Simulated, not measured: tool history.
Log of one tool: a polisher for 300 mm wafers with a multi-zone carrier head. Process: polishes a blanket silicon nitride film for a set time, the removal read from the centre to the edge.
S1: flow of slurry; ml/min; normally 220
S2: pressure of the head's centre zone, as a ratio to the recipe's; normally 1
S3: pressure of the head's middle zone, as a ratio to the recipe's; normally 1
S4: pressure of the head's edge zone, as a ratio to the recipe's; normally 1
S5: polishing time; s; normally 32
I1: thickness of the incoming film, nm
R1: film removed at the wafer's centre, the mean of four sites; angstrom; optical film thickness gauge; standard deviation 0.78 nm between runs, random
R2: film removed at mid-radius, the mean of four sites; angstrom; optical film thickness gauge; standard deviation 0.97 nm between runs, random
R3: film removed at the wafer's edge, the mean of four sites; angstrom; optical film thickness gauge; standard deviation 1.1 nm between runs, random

run 1 hour=0 | S1=220 S2=1 S3=1 S4=1 S5=32 | I1=402.6 | R1=862 R2=837 R3=840
-- hour=50.9 worn pad replaced by a new one
run 2 hour=62.6 | S1=220 S2=1 S3=1 S4=1 S5=32 | I1=397.8 | R1=911 R2=900 R3=871
run 3 hour=179.4 | S1=220 S2=1 S3=1 S4=1 S5=32 | I1=395.1 | R1=859 R2=856 R3=829
run 4 hour=222.7 | S1=220 S2=1 S3=1 S4=0.94 S5=32 | I1=404.7 | R1=871 R2=840 R3=789
-- hour=243.8 worn pad replaced by a new one
run 5 hour=302.8 | S1=220 S2=1 S3=1 S4=1 S5=32 | I1=402.9 | R1=882 R2=864 R3=861
run 6 hour=330 | S1=220 S2=1 S3=1 S4=1 S5=32 | I1=394.3 | R1=879 R2=871 R3=860
run 7 hour=363.3 | S1=220 S2=1 S3=1 S4=1 S5=32 | I1=396.5 | R1=880 R2=840 R3=848
run 8 hour=409.7 | S1=220 S2=1 S3=1 S4=1 S5=32 | I1=400 | R1=879 R2=832 R3=845
-- hour=441.8 edge zone pressure recalibrated
-- hour=444.9 slurry nozzle cleaned
-- hour=447.6 worn pad replaced by a new one
run 9 hour=476 | S1=220 S2=1 S3=1 S4=1 S5=32 | I1=395.6 | R1=923 R2=862 R3=865
run 10 hour=502.6 | S1=245 S2=1 S3=1 S4=1 S5=32 | I1=405.6 | R1=920 R2=851 R3=860
-- hour=544.6 centre zone pressure recalibrated
run 11 hour=548.3 | S1=255 S2=1.1 S3=1 S4=1.12 S5=32 | I1=405 | R1=941 R2=845 R3=913
run 12 hour=616.9 | S1=220 S2=1 S3=1 S4=1 S5=32 | I1=402.2 | R1=839 R2=836 R3=805
-- hour=650.4 worn pad replaced by a new one
run 13 hour=650.9 | S1=270 S2=1 S3=0.92 S4=1 S5=24 | I1=401.2 | R1=685 R2=638 R3=680
run 14 hour=705.6 | S1=220 S2=1.03 S3=0.9 S4=1 S5=32 | I1=407.5 | R1=898 R2=793 R3=853
run 15 hour=750.4 | S1=220 S2=1 S3=1 S4=1 S5=32 | I1=396.9 | R1=855 R2=849 R3=813
-- hour=773 carrier head's membrane replaced by a new one
run 16 hour=792.9 | S1=220 S2=1 S3=1 S4=1.12 S5=26 | I1=403.1 | R1=689 R2=676 R3=720
run 17 hour=843.4 | S1=220 S2=0.93 S3=1 S4=1.1 S5=38 | I1=396 | R1=931 R2=984 R3=1019
-- hour=878.6 worn pad replaced by a new one
run 18 hour=908.3 | S1=270 S2=1 S3=1 S4=1 S5=25 | I1=395.7 | R1=708 R2=695 R3=685
run 19 hour=973.4 | S1=220 S2=1 S3=1 S4=0.9 S5=24 | I1=395.9 | R1=643 R2=644 R3=596
run 20 hour=1044.5 | S1=220 S2=1 S3=0.94 S4=1 S5=24 | I1=397.4 | R1=651 R2=603 R3=622

State the hidden condition of the tool at each of the runs:
slurry flow missing at the pad, %: 0 at every run
deviation of the edge zone's pressure from its setpoint, %: 0 at every run
H1: removal rate lost through wear of the pad, %
H2: deviation of the centre zone's pressure from its setpoint, %
run=1 H1=6.82 H2=2.42
run=2 H1=1.51 H2=2.81
run=3 H1=6.46 H2=3.55
run=4 H1=6.98 H2=3.83
run=5 H1=4.15 H2=4.33
run=6 H1=5.15 H2=4.51
run=7 H1=5.94 H2=4.72
run=8 H1=6.57 H2=5.01
run=9 H1=3.17 H2=5.43
run=10 H1=4.69 H2=5.6
run=11 H1=6.27 H2=0.0928
run=12 H1=7.33 H2=0.527
run=13 H1=0.303 H2=0.742
run=14 H1=4.2 H2=1.09
run=15 H1=5.74 H2=1.37
run=16 H1=6.53 H2=1.64
run=17 H1=7.01 H2=1.96
run=18 H1=2.59 H2=2.37
run=19 H1=5.45 H2=2.78
run=20 H1=6.63 H2=3.23

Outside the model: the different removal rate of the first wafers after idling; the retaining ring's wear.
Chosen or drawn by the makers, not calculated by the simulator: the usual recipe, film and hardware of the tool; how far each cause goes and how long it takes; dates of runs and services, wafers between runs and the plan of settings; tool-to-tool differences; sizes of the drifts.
